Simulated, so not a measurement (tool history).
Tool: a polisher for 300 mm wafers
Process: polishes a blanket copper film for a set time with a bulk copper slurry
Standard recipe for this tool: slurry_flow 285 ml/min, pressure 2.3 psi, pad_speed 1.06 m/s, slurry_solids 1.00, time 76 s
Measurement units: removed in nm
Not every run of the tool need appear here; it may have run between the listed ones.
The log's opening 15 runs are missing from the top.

run     day  slurry_flow  pressure  pad_speed  slurry_solids  time  wafers since the last listed run  wafers polished on this pad  hours since the slurry nozzle was cleaned  hours since the head pressure was calibrated  hours since the slurry blender was calibrated  incoming thickness of the incoming film, nm  removed
 16  45.729          285       1.5       0.74           1.00    76                               941                         4197                                      491.4                                         710.1                                          277.3                                       4500.5    277.5
     47.221  -- slurry nozzle cleaned
     49.379  -- worn pad replaced by a new one
 17  52.742          285       2.5       0.76           0.90    76                              1628                          804                                      132.5                                         878.4                                          445.6                                       4492.9    457.8
 18  54.542          285       2.3       1.06           1.00    76                               430                         1235                                      175.7                                         921.6                                          488.8                                       4422.8    614.5
 19  58.962          350       2.9       1.06           0.90    76                              1058                         2294                                      281.8                                        1027.7                                          594.9                                       4406.5    758.3
     60.458  -- slurry blender recalibrated
 20  62.542          285       2.3       1.06           1.00    76                               836                         3131                                      367.7                                        1113.6                                           50.0                                       4431.8    613.7
     62.629  -- head pressure recalibrated
 21  64.046          285       2.3       0.94           0.75    98                               340                         3471                                      403.8                                          34.0                                           86.1                                       4507.5    701.7
 22  65.996          285       2.3       1.06           1.00    76                               466                         3938                                      450.6                                          80.8                                          132.9                                       4472.1    650.9
 23  68.225          285       2.3       1.06           1.00    76                               533                         4471                                      504.1                                         134.3                                          186.4                                       4509.9    640.7
     68.629  -- slurry nozzle cleaned
 24  70.238          350       2.3       1.24           1.00    76                               471                         4943                                       38.6                                         182.6                                          234.7                                       4434.2    753.1

What will run 25 give?
     70.867  -- worn pad replaced by a new one
 25  73.408          285       2.3       1.24           1.00    76                               719                          608                                      114.7                                         258.7                                          310.8                                       4453.7        ?

removed: 730.0 nm
Were there no unlogged condition in the tool, this run, its random variation unchanged, would have produced removed 768.6 nm.

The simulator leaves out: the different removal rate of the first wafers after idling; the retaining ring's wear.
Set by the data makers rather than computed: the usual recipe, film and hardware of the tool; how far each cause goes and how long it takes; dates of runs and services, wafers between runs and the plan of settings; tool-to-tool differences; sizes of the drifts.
